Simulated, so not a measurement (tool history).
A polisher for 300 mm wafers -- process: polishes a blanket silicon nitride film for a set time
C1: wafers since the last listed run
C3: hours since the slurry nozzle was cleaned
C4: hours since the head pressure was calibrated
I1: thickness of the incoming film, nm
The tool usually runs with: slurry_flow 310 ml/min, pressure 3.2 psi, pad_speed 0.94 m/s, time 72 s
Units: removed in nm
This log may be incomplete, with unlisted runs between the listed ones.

{"run": 1, "hour": 0.0, "slurry_flow": 310, "pressure": 3.2, "pad_speed": 1.0, "time": 72, "C1": 0, "wafers polished on this pad": 748, "C3": 1.7, "C4": 531.9, "I1": 908.4, "removed": 113.4}
{"run": 2, "hour": 11.9, "slurry_flow": 310, "pressure": 3.2, "pad_speed": 0.94, "time": 72, "C1": 117, "wafers polished on this pad": 866, "C3": 13.6, "C4": 543.8, "I1": 914.4, "removed": 110.5}
{"hour": 18.4, "done": "worn pad replaced by a new one"}
{"run": 3, "hour": 21.8, "slurry_flow": 310, "pressure": 3.2, "pad_speed": 0.82, "time": 72, "C1": 58, "wafers polished on this pad": 33, "C3": 23.5, "C4": 553.7, "I1": 900.2, "removed": 102.9}
{"run": 4, "hour": 38.8, "slurry_flow": 310, "pressure": 3.2, "pad_speed": 0.82, "time": 72, "C1": 168, "wafers polished on this pad": 201, "C3": 40.5, "C4": 570.7, "I1": 916.5, "removed": 103.4}
{"run": 5, "hour": 56.7, "slurry_flow": 310, "pressure": 3.2, "pad_speed": 1.02, "time": 72, "C1": 177, "wafers polished on this pad": 379, "C3": 58.4, "C4": 588.6, "I1": 914.2, "removed": 117.3}
{"run": 6, "hour": 63.5, "slurry_flow": 310, "pressure": 3.2, "pad_speed": 1.02, "time": 72, "C1": 67, "wafers polished on this pad": 446, "C3": 65.2, "C4": 595.4, "I1": 910.5, "removed": 116.5}
{"run": 7, "hour": 72.0, "slurry_flow": 310, "pressure": 3.2, "pad_speed": 1.02, "time": 72, "C1": 84, "wafers polished on this pad": 530, "C3": 73.7, "C4": 603.9, "I1": 922.8, "removed": 116.8}
{"run": 8, "hour": 81.2, "slurry_flow": 310, "pressure": 3.2, "pad_speed": 0.94, "time": 72, "C1": 91, "wafers polished on this pad": 622, "C3": 82.9, "C4": 613.1, "I1": 902.0, "removed": 109.0}
{"run": 9, "hour": 96.8, "slurry_flow": 310, "pressure": 3.2, "pad_speed": 0.94, "time": 72, "C1": 154, "wafers polished on this pad": 776, "C3": 98.5, "C4": 628.7, "I1": 906.2, "removed": 109.1}
{"hour": 109.5, "done": "worn pad replaced by a new one"}
{"run": 10, "hour": 110.0, "slurry_flow": 385, "pressure": 3.2, "pad_speed": 0.94, "time": 72, "C1": 91, "wafers polished on this pad": 5, "C3": 111.7, "C4": 641.9, "I1": 914.4, "removed": 114.3}
{"run": 11, "hour": 113.4, "slurry_flow": 370, "pressure": 3.2, "pad_speed": 0.94, "time": 72, "C1": 33, "wafers polished on this pad": 38, "C3": 115.1, "C4": 645.3, "I1": 895.0, "removed": 115.8}
{"run": 12, "hour": 124.5, "slurry_flow": 370, "pressure": 3.2, "pad_speed": 0.94, "time": 72, "C1": 109, "wafers polished on this pad": 148, "C3": 126.2, "C4": 656.4, "I1": 917.4, "removed": 114.6}
{"run": 13, "hour": 134.6, "slurry_flow": 370, "pressure": 3.2, "pad_speed": 0.94, "time": 72, "C1": 100, "wafers polished on this pad": 249, "C3": 136.3, "C4": 666.5, "I1": 908.2, "removed": 111.7}
{"run": 14, "hour": 151.3, "slurry_flow": 310, "pressure": 3.2, "pad_speed": 0.94, "time": 72, "C1": 165, "wafers polished on this pad": 414, "C3": 153.0, "C4": 683.2, "I1": 923.6, "removed": 111.4}
{"run": 15, "hour": 164.5, "slurry_flow": 310, "pressure": 3.2, "pad_speed": 0.94, "time": 72, "C1": 130, "wafers polished on this pad": 545, "C3": 166.2, "C4": 696.4, "I1": 896.7, "removed": 110.5}
{"run": 16, "hour": 181.8, "slurry_flow": 310, "pressure": 3.2, "pad_speed": 0.94, "time": 72, "C1": 171, "wafers polished on this pad": 716, "C3": 183.5, "C4": 713.7, "I1": 906.8, "removed": 109.8}
{"run": 17, "hour": 188.7, "slurry_flow": 310, "pressure": 3.2, "pad_speed": 0.94, "time": 72, "C1": 68, "wafers polished on this pad": 785, "C3": 190.4, "C4": 720.6, "I1": 895.1, "removed": 109.1}
{"run": 18, "hour": 199.6, "slurry_flow": 310, "pressure": 4.1, "pad_speed": 0.64, "time": 72, "C1": 108, "wafers polished on this pad": 893, "C3": 201.3, "C4": 731.5, "I1": 919.8, "removed": 104.5}
{"hour": 209.1, "done": "worn pad replaced by a new one"}
{"run": 19, "hour": 209.6, "slurry_flow": 250, "pressure": 4.1, "pad_speed": 1.1, "time": 57, "C1": 59, "wafers polished on this pad": 4, "C3": 211.3, "C4": 741.5, "I1": 907.0, "removed": 120.3}
{"run": 20, "hour": 215.3, "slurry_flow": 310, "pressure": 3.2, "pad_speed": 0.94, "time": 72, "C1": 56, "wafers polished on this pad": 61, "C3": 217.0, "C4": 747.2, "I1": 919.1, "removed": 113.1}
{"hour": 254.3, "done": "head pressure recalibrated"}
{"run": 21, "hour": 256.6, "slurry_flow": 385, "pressure": 3.2, "pad_speed": 1.24, "time": 72, "C1": 389, "wafers polished on this pad": 450, "C3": 258.3, "C4": 2.3, "I1": 915.9, "removed": 150.3}
{"run": 22, "hour": 268.0, "slurry_flow": 415, "pressure": 3.2, "pad_speed": 0.94, "time": 72, "C1": 112, "wafers polished on this pad": 563, "C3": 269.7, "C4": 13.7, "I1": 894.3, "removed": 125.7}
{"run": 23, "hour": 285.7, "slurry_flow": 310, "pressure": 3.2, "pad_speed": 0.94, "time": 72, "C1": 175, "wafers polished on this pad": 738, "C3": 287.4, "C4": 31.4, "I1": 913.9, "removed": 121.1}
{"run": 24, "hour": 299.3, "slurry_flow": 310, "pressure": 3.2, "pad_speed": 0.94, "time": 64, "C1": 134, "wafers polished on this pad": 873, "C3": 301.0, "C4": 45.0, "I1": 909.8, "removed": 104.1}
{"hour": 308.5, "done": "worn pad replaced by a new one"}
{"run": 25, "hour": 309.0, "slurry_flow": 260, "pressure": 2.8, "pad_speed": 0.84, "time": 88, "C1": 56, "wafers polished on this pad": 4, "C3": 310.7, "C4": 54.7, "I1": 911.3, "removed": 120.8}
{"run": 26, "hour": 319.5, "slurry_flow": 375, "pressure": 3.5, "pad_speed": 0.82, "time": 80, "C1": 104, "wafers polished on this pad": 108, "C3": 321.2, "C4": 65.2, "I1": 923.4, "removed": 136.3}
{"run": 27, "hour": 335.2, "slurry_flow": 310, "pressure": 3.2, "pad_speed": 0.94, "time": 72, "C1": 155, "wafers polished on this pad": 264, "C3": 336.9, "C4": 80.9, "I1": 908.2, "removed": 121.9}
{"run": 28, "hour": 348.8, "slurry_flow": 310, "pressure": 3.2, "pad_speed": 0.94, "time": 72, "C1": 134, "wafers polished on this pad": 398, "C3": 350.5, "C4": 94.5, "I1": 917.5, "removed": 119.5}
{"hour": 358.4, "done": "slurry nozzle cleaned"}
{"run": 29, "hour": 361.2, "slurry_flow": 310, "pressure": 2.5, "pad_speed": 0.94, "time": 72, "C1": 112, "wafers polished on this pad": 511, "C3": 2.8, "C4": 106.9, "I1": 898.3, "removed": 97.2}
{"hour": 405.4, "done": "worn pad replaced by a new one"}
{"run": 30, "hour": 414.4, "slurry_flow": 310, "pressure": 4.2, "pad_speed": 0.94, "time": 72, "C1": 487, "wafers polished on this pad": 88, "C3": 56.0, "C4": 160.1, "I1": 911.6, "removed": 147.1}
{"run": 31, "hour": 428.0, "slurry_flow": 310, "pressure": 3.2, "pad_speed": 0.74, "time": 65, "C1": 134, "wafers polished on this pad": 223, "C3": 69.6, "C4": 173.7, "I1": 930.6, "removed": 91.0}
{"run": 32, "hour": 440.3, "slurry_flow": 365, "pressure": 3.2, "pad_speed": 1.12, "time": 65, "C1": 121, "wafers polished on this pad": 345, "C3": 81.9, "C4": 186.0, "I1": 911.0, "removed": 119.0}
{"run": 33, "hour": 451.9, "slurry_flow": 310, "pressure": 3.2, "pad_speed": 1.18, "time": 89, "C1": 114, "wafers polished on this pad": 460, "C3": 93.5, "C4": 197.6, "I1": 905.2, "removed": 168.0}
{"run": 34, "hour": 458.7, "slurry_flow": 310, "pressure": 4.2, "pad_speed": 0.94, "time": 94, "C1": 67, "wafers polished on this pad": 527, "C3": 100.3, "C4": 204.4, "I1": 909.8, "removed": 191.0}

Measured less the same run without the tool's hidden state. The same run-to-run variation is in both; the gauge's scatter may not be:
Unlogged tool condition in this case: removal rate lost through wear of the pad, %; slurry flow missing at the pad, %; deviation of the head's pressure from its setpoint, %.
run=1 removed=-15.0
run=2 removed=-15.9
run=3 removed=-11.1
run=4 removed=-11.5
run=5 removed=-13.8
run=6 removed=-14.2
run=7 removed=-14.8
run=8 removed=-14.5
run=9 removed=-16.1
run=10 removed=-12.2
run=11 removed=-12.4
run=12 removed=-12.4
run=13 removed=-12.4
run=14 removed=-13.1
run=15 removed=-13.9
run=16 removed=-15.3
run=17 removed=-15.9
run=18 removed=-16.4
run=19 removed=-12.9
run=20 removed=-12.1
run=21 removed=-2.1
run=22 removed=-3.2
run=23 removed=-5.6
run=24 removed=-6.7
run=25 removed=-3.0
run=26 removed=-4.0
run=27 removed=-4.7
run=28 removed=-5.7
run=29 removed=-5.6
run=30 removed=-8.9
run=31 removed=-6.0
run=32 removed=-8.7
run=33 removed=-13.6
run=34 removed=-16.5
